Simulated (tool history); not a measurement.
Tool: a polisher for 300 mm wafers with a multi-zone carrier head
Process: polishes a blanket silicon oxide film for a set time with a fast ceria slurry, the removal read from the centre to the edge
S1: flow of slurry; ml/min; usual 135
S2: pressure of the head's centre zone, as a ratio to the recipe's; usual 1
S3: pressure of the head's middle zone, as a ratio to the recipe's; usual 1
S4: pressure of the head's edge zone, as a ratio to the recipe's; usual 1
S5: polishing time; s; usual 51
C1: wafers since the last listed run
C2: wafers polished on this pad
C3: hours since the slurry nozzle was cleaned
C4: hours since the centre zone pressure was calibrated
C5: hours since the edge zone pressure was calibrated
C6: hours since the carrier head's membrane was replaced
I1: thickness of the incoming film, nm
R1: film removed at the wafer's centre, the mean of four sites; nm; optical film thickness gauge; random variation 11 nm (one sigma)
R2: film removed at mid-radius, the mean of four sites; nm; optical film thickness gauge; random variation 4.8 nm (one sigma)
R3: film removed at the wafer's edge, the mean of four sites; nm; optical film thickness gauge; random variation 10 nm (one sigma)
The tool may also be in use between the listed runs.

| run | hour | S1 | S2 | S3 | S4 | S5 | C1 | C2 | C3 | C4 | C5 | C6 | I1 | R1 | R2 | R3 |
|---|---|---|---|---|---|---|---|---|---|---|---|---|---|---|---|---|
| 1 | 0 | 115 | 1 | 1.04 | 1 | 51 | 0 | 765 | 518.1 | 252.9 | 839.5 | 1589.3 | 3648.8 | 633 | 673.8 | 704.9 |
| 2 | 18.2 | 115 | 1 | 1.04 | 1 | 51 | 263 | 1028 | 536.3 | 271.1 | 857.7 | 1607.5 | 3688.2 | 648.7 | 683.2 | 700.8 |
| 3 | 42.9 | 135 | 0.97 | 1 | 1 | 51 | 357 | 1386 | 561 | 295.8 | 882.4 | 1632.2 | 3738.2 | 666.2 | 675.2 | 710.2 |
|  | 57.8 | worn pad replaced by a new one |
| 4 | 59.2 | 135 | 0.97 | 1 | 1 | 51 | 178 | 20 | 577.3 | 312.1 | 898.7 | 1648.5 | 3640.6 | 661.8 | 676.6 | 730.1 |
| 5 | 72.3 | 135 | 1 | 1.02 | 1 | 56 | 189 | 210 | 590.4 | 325.2 | 911.8 | 1661.6 | 3708.1 | 732.5 | 752.1 | 790.3 |
| 6 | 90.9 | 135 | 1 | 1 | 1 | 55 | 269 | 479 | 609 | 343.8 | 930.4 | 1680.2 | 3688.9 | 717.7 | 737.8 | 780.8 |
| 7 | 105.5 | 135 | 1 | 1 | 1 | 55 | 211 | 691 | 623.6 | 358.4 | 945 | 1694.8 | 3700.9 | 733.1 | 738.6 | 783.4 |
| 8 | 123.7 | 135 | 1 | 0.96 | 1 | 51 | 263 | 954 | 641.8 | 376.6 | 963.2 | 1713 | 3669 | 670.3 | 656.8 | 717.2 |
| 9 | 157.4 | 135 | 1 | 1 | 1 | 51 | 488 | 1442 | 675.5 | 410.3 | 996.9 | 1746.7 | 3731.5 | 663.9 | 678.6 | 708.6 |
| 10 | 171.3 | 120 | 1 | 0.94 | 0.96 | 51 | 201 | 1644 | 689.4 | 424.2 | 1010.8 | 1760.6 | 3643.1 | 650.3 | 620.6 | 682.3 |
|  | 186.8 | worn pad replaced by a new one |
|  | 190.4 | carrier head's membrane replaced by a new one |
|  | 202.7 | slurry nozzle cleaned |
| 11 | 206.5 | 180 | 1 | 1 | 1 | 51 | 385 | 218 | 3.8 | 459.4 | 1046 | 16.1 | 3634.6 | 815.4 | 801.2 | 809.6 |
| 12 | 237.2 | 135 | 1.06 | 1.09 | 1 | 51 | 444 | 663 | 34.5 | 490.1 | 1076.7 | 46.8 | 3613.3 | 807.1 | 817.3 | 794.7 |
| 13 | 255.2 | 160 | 1 | 1 | 1 | 58 | 260 | 923 | 52.5 | 508.1 | 1094.7 | 64.8 | 3728.6 | 908.4 | 879.1 | 901.7 |
| 14 | 268.7 | 135 | 1 | 1.05 | 1 | 51 | 195 | 1119 | 66 | 521.6 | 1108.2 | 78.3 | 3663.9 | 764.8 | 777.8 | 764.8 |
| 15 | 300.8 | 135 | 1 | 1.02 | 1 | 56 | 464 | 1584 | 98.1 | 553.7 | 1140.3 | 110.4 | 3623.3 | 839.4 | 843.7 | 849.8 |
|  | 314.6 | worn pad replaced by a new one |
| 16 | 328.7 | 135 | 0.9 | 0.95 | 1.1 | 61 | 346 | 204 | 126 | 581.6 | 1168.2 | 138.3 | 3673.2 | 807.5 | 852.9 | 967.7 |
|  | 361.1 | edge zone pressure recalibrated |
| 17 | 361.6 | 180 | 0.95 | 1.04 | 1 | 62 | 447 | 651 | 158.9 | 614.5 | 0.5 | 171.2 | 3692.2 | 883.4 | 974.4 | 942.4 |
|  | 368 | centre zone pressure recalibrated |
| 18 | 383.1 | 135 | 1 | 1 | 1 | 51 | 282 | 934 | 180.4 | 15.1 | 22 | 192.7 | 3728.7 | 732.6 | 734.9 | 769 |
| 19 | 409.4 | 135 | 1 | 1 | 1 | 51 | 380 | 1314 | 206.7 | 41.4 | 48.3 | 219 | 3683.7 | 753.8 | 722.8 | 759.7 |
| 20 | 428.9 | 135 | 1 | 1 | 0.95 | 51 | 282 | 1597 | 226.2 | 60.9 | 67.8 | 238.5 | 3754.4 | 726.5 | 725.8 | 716.3 |
|  | 439.2 | worn pad replaced by a new one |
| 21 | 459.5 | 135 | 1 | 1 | 1 | 51 | 385 | 294 | 256.8 | 91.5 | 98.4 | 269.1 | 3669 | 718.6 | 717.6 | 742.7 |
| 22 | 478.1 | 135 | 1 | 1 | 1 | 51 | 269 | 563 | 275.4 | 110.1 | 117 | 287.7 | 3688.6 | 738.9 | 719.5 | 747.6 |
| 23 | 499 | 135 | 1 | 1.1 | 1.08 | 39 | 302 | 866 | 296.3 | 131 | 137.9 | 308.6 | 3658.3 | 542.7 | 594.4 | 576 |

3 ways to go on from here, each from the tool as it stands after run 23. What would each give?
| A | 499.4 | 175 | 1 | 1 | 1 | 51 | 5 | 872 | 296.7 | 131.4 | 138.3 | 309 | 3666.5 | ? | ? | ? |
| B | 499.4 | 135 | 1 | 1.09 | 1.12 | 51 | 5 | 872 | 296.7 | 131.4 | 138.3 | 309 | 3666.5 | ? | ? | ? |
| C | 499.4 | 135 | 1.08 | 1 | 0.91 | 59 | 5 | 872 | 296.7 | 131.4 | 138.3 | 309 | 3666.5 | ? | ? | ? |

| run | R1 | R2 | R3 |
|---|---|---|---|
| A | 759.3 | 750.5 | 769.7 |
| B | 715.8 | 766.4 | 784.5 |
| C | 891.5 | 824 | 821.6 |
Without the tool's hidden state the same runs would have given:
| run | R1 | R2 | R3 |
|---|---|---|---|
| A | 809.1 | 794 | 801.4 |
| B | 774.1 | 820.9 | 822.9 |
| C | 964.1 | 882.5 | 861.7 |
